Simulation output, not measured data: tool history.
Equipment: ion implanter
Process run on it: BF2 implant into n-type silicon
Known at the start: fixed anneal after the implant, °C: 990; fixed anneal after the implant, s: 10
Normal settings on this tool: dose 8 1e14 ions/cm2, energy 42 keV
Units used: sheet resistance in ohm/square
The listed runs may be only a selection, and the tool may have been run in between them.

run	hour	dose	energy	wafers since the last listed run	hours since the last dose calibration	hours since the extraction supply was calibrated	hours since the gauge calibration	read-back reference wafer on the same gauge, sheet resistance	sheet resistance
1	0	7.31	38	0	153.4	2626.3	277.6	160.22	191.2
2	14.9	7.31	38	131	168.3	2641.2	292.5	160.05	191.8
3	35.5	7.31	38	181	188.9	2661.8	313.1	159.97	191.48
4	43.6	8	42	71	197	2669.9	321.2	160.02	176.07
5	51.7	8	42	71	205.1	2678	329.3	160	177.31
6	59.6	8	42	69	213	2685.9	337.2	160.09	178.73
7	72	8	42	109	225.4	2698.3	349.6	160.22	176.68
8	86.8	8	42	130	240.2	2713.1	364.4	159.99	177.06
9	95.6	8	42	77	249	2721.9	373.2	159.98	177.36
10	103.9	8	42	73	257.3	2730.2	381.5	159.89	177.57
11	125.7	9.65	42	191	279.1	2752	403.3	160.11	162.84
# hour 139.1: gauge calibrated
12	143.2	8	42	154	296.6	2769.5	4.1	159.78	178.34
13	154.3	8	42	97	307.7	2780.6	15.2	159.95	179.55
14	166.2	8	42	104	319.6	2792.5	27.1	160.11	177.38
15	175.9	8	42	85	329.3	2802.2	36.8	160.14	178.63
16	187.5	7.06	42	102	340.9	2813.8	48.4	160.11	192.28
17	225.9	7.06	42	338	379.3	2852.2	86.8	159.55	192.54
18	235.9	9.77	42	88	389.3	2862.2	96.8	160.09	162.82
19	246.7	8	42	95	400.1	2873	107.6	160.03	180.11
20	253.5	8	42	59	406.9	2879.8	114.4	160.45	179.59
21	264	7.06	42	92	417.4	2890.3	124.9	160.27	192.5
22	272.8	8	50	77	426.2	2899.1	133.7	160.12	171.02
# hour 292.3: extraction supply calibrated
23	300.1	7.31	38	169	453.5	7.8	161	159.84	193.54
24	309.6	8	30.5	83	463	17.3	170.5	159.83	201.97
# hour 328.4: Faraday cup replaced and dose calibrated
25	328.9	8	42	99	0.5	36.6	189.8	159.93	174.84
26	329.6	8	42	6	1.2	37.3	190.5	159.98	174.59
27	344.3	8	42	129	15.9	52	205.2	160.11	172.97
28	355.5	5.96	42	98	27.1	63.2	216.4	160.03	210.33
29	365.9	9.71	34	91	37.5	73.6	226.8	159.82	176.12
30	375.3	6.9	35.5	82	46.9	83	236.2	160.19	200.52
31	391.7	8	42	144	63.3	99.4	252.6	160.2	176.46
32	398.3	6.75	53	58	69.9	106	259.2	159.98	184.68
33	405.4	6.5	49.5	62	77	113.1	266.3	159.9	193.44
34	414	8	48	75	85.6	121.7	274.9	160.15	169.15
35	431.2	5.97	37.5	151	102.8	138.9	292.1	160.18	216.91

For some of the steps in sheet resistance from one run to the next: how much would appear even if the tool had no hidden state, given the settings, what came in and random variation, and how much remains for the hidden state plus any gauge scatter that the measured result and the result without hidden state don't share?
Hidden state at play: deviation of the true dose from the Faraday cup's reading, %; deviation of the true energy from its setpoint, %; gauge reads high (%).
Run 17 -> 18: dose 7.06 -> 9.77. sheet resistance -29.72 ohm/square: hidden state -2.55, all else -27.17.
Run 18 -> 19: dose 9.77 -> 8. sheet resistance +17.29 ohm/square: hidden state +1.58, all else +15.71.
Run 24 -> 25: energy 30.5 -> 42, Faraday cup replaced and dose calibrated. sheet resistance -27.13 ohm/square: hidden state -4.08, all else -23.05.
Run 27 -> 28: dose 8 -> 5.96. sheet resistance +37.36 ohm/square: hidden state +0.62, all else +36.74.
Run 28 -> 29: dose 5.96 -> 9.71, energy 42 -> 34. sheet resistance -34.21 ohm/square: hidden state -0.75, all else -33.46.
Run 34 -> 35: dose 8 -> 5.97, energy 48 -> 37.5. sheet resistance +47.76 ohm/square: hidden state +0.95, all else +46.81.

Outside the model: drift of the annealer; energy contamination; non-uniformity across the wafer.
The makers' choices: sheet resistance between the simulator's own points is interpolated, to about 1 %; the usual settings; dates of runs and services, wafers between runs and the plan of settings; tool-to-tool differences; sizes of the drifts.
